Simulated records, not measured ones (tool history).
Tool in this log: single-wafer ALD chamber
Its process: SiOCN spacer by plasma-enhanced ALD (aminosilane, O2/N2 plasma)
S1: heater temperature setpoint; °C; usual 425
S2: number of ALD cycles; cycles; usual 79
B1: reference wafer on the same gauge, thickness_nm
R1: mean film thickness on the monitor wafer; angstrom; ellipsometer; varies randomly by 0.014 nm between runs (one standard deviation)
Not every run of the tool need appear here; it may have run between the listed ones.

{"run": 1, "day": 0.0, "S1": 425, "S2": 79, "B1": 3.849, "R1": 41.16}
{"run": 2, "day": 1.388, "S1": 425, "S2": 79, "B1": 3.844, "R1": 40.97}
{"run": 3, "day": 4.262, "S1": 425, "S2": 79, "B1": 3.849, "R1": 41.19}
{"run": 4, "day": 7.138, "S1": 425, "S2": 79, "B1": 3.84, "R1": 40.98}
{"run": 5, "day": 8.829, "S1": 425, "S2": 79, "B1": 3.836, "R1": 41.32}
{"run": 6, "day": 11.6, "S1": 425, "S2": 89, "B1": 3.83, "R1": 46.21}
{"run": 7, "day": 12.75, "S1": 425, "S2": 89, "B1": 3.829, "R1": 46.16}
{"run": 8, "day": 14.292, "S1": 421, "S2": 79, "B1": 3.822, "R1": 41.42}
{"day": 15.583, "done": "thermocouple changed; heater temperature recalibrated"}
{"run": 9, "day": 15.958, "S1": 421, "S2": 79, "B1": 3.818, "R1": 41.35}
{"run": 10, "day": 17.862, "S1": 425, "S2": 83, "B1": 3.813, "R1": 42.89}
{"run": 11, "day": 19.854, "S1": 425, "S2": 79, "B1": 3.807, "R1": 40.58}
{"day": 20.112, "done": "gauge calibrated"}
{"run": 12, "day": 22.229, "S1": 425, "S2": 79, "B1": 3.851, "R1": 41.17}
{"run": 13, "day": 24.012, "S1": 438, "S2": 68, "B1": 3.865, "R1": 33.72}
{"run": 14, "day": 25.862, "S1": 412, "S2": 70, "B1": 3.856, "R1": 38.24}
{"run": 15, "day": 30.179, "S1": 425, "S2": 93, "B1": 3.853, "R1": 48.67}
{"run": 16, "day": 32.038, "S1": 425, "S2": 72, "B1": 3.85, "R1": 37.42}
{"run": 17, "day": 34.567, "S1": 433, "S2": 65, "B1": 3.847, "R1": 32.81}
{"run": 18, "day": 36.438, "S1": 432, "S2": 79, "B1": 3.847, "R1": 40.17}
{"run": 19, "day": 37.892, "S1": 425, "S2": 79, "B1": 3.843, "R1": 41.02}
{"run": 20, "day": 39.162, "S1": 411, "S2": 79, "B1": 3.838, "R1": 43.17}
{"run": 21, "day": 40.438, "S1": 425, "S2": 79, "B1": 3.843, "R1": 40.99}

5 options for the next run, each taken on its own from the tool as it stands now. Forecast them:
{"run": "A", "day": 40.462, "S1": 425, "S2": 79, "B1": "?", "R1": "?"}
{"run": "B", "day": 40.462, "S1": 425, "S2": 70, "B1": "?", "R1": "?"}
{"run": "C", "day": 40.462, "S1": 436, "S2": 69, "B1": "?", "R1": "?"}
{"run": "D", "day": 40.462, "S1": 411, "S2": 72, "B1": "?", "R1": "?"}
{"run": "E", "day": 40.462, "S1": 425, "S2": 73, "B1": "?", "R1": "?"}

run=A B1=3.84 R1=40.97
run=B B1=3.84 R1=36.3
run=C B1=3.84 R1=34.33
run=D B1=3.84 R1=39.27
run=E B1=3.84 R1=37.86
Without the tool's hidden state the same runs would have given:
run=A R1=41.2
run=B R1=36.51
run=C R1=34.52
run=D R1=39.49
run=E R1=38.07

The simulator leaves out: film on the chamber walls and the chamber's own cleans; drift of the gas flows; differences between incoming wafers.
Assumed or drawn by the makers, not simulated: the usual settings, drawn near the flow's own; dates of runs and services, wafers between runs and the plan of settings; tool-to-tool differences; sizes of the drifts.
